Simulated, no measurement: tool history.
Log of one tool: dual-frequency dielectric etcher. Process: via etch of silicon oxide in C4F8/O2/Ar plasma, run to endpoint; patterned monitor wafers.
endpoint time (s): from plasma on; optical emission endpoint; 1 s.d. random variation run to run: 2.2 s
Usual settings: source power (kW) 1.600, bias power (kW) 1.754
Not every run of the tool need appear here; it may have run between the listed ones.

run   hour  source power (kW)  bias power (kW)  wafers since the last listed run  hours since the last wet clean  hours since the last source power generator calibration  hours since the last bias power generator calibration  hours since the last upper electrode change  incoming incoming film thickness, nm  endpoint time (s)
  1    0.0              1.780            1.754                                 0                           368.3                                                   3935.7                                                 5386.3                                       5016.3                                1407.3              308.0
  2   16.3              1.600            1.754                                90                           384.6                                                   3952.0                                                 5402.6                                       5032.6                                1415.8              323.8
  3   32.3              1.600            1.754                                88                           400.6                                                   3968.0                                                 5418.6                                       5048.6                                1433.4              328.0
  4   63.8              1.600            1.754                               174                           432.1                                                   3999.5                                                 5450.1                                       5080.1                                1439.9              332.5
  5   88.8              1.600            1.754                               138                           457.1                                                   4024.5                                                 5475.1                                       5105.1                                1412.7              322.1
  6  120.1              1.600            1.754                               173                           488.4                                                   4055.8                                                 5506.4                                       5136.4                                1407.2              321.4
  7  148.9              1.600            1.754                               159                           517.2                                                   4084.6                                                 5535.2                                       5165.2                                1402.8              324.8
  8  165.0              1.600            1.754                                89                           533.3                                                   4100.7                                                 5551.3                                       5181.3                                1405.2              321.5
     196.1  -- bias power generator calibrated
  9  196.6              1.600            1.754                               152                           564.9                                                   4132.3                                                    0.5                                       5212.9                                1414.4              330.2
 10  245.0              1.600            1.754                               268                           613.3                                                   4180.7                                                   48.9                                       5261.3                                1416.3              329.8
     290.2  -- upper electrode replaced
     314.6  -- wet clean of the chamber
 11  315.1              1.600            1.754                               122                             0.5                                                   4250.8                                                  119.0                                         24.9                                1408.2              305.1
 12  315.5              1.600            1.917                                 2                             0.9                                                   4251.2                                                  119.4                                         25.3                                1414.4              298.3
 13  316.0              1.720            1.531                                 2                             1.4                                                   4251.7                                                  119.9                                         25.8                                1415.9              322.2
 14  337.6              1.920            1.537                               119                            23.0                                                   4273.3                                                  141.5                                         47.4                                1414.3              307.6
     351.8  -- source power generator calibrated
 15  352.9              1.260            1.981                                62                            38.3                                                      1.1                                                  156.8                                         62.7                                1423.5              323.3
 16  367.9              1.600            1.754                                83                            53.3                                                     16.1                                                  171.8                                         77.7                                1415.9              315.9
 17  392.2              1.600            1.754                               134                            77.6                                                     40.4                                                  196.1                                        102.0                                1415.2              312.1
 18  405.2              1.350            2.034                                72                            90.6                                                     53.4                                                  209.1                                        115.0                                1403.1              306.9
 19  417.3              1.350            2.034                                67                           102.7                                                     65.5                                                  221.2                                        127.1                                1405.6              309.2
 20  439.3              1.940            1.754                               121                           124.7                                                     87.5                                                  243.2                                        149.1                                1403.8              293.4
 21  471.5              1.910            1.754                               178                           156.9                                                    119.7                                                  275.4                                        181.3                                1408.5              292.3
 22  497.2              1.900            2.107                               142                           182.6                                                    145.4                                                  301.1                                        207.0                                1422.0              276.2
 23  515.3              1.600            1.754                               100                           200.7                                                    163.5                                                  319.2                                        225.1                                1420.8              317.7
 24  584.7              1.440            1.934                               384                           270.1                                                    232.9                                                  388.6                                        294.5                                1413.4              314.7

Give the tool's hidden conditions for every run:
source power that arrives over what is set, %: 0 on each run
bias power that arrives over what is set, %: 0 on each run
H1: etch rate over this chamber's usual, %
run      H1
  1   -3.09
  2   -3.23
  3   -3.36
  4   -3.62
  5   -3.83
  6   -4.09
  7   -4.34
  8   -4.47
  9   -4.73
 10   -5.14
 11   0.059
 12  0.0556
 13  0.0514
 14  -0.129
 15  -0.257
 16  -0.382
 17  -0.586
 18  -0.694
 19  -0.795
 20  -0.979
 21   -1.25
 22   -1.46
 23   -1.61
 24   -2.19
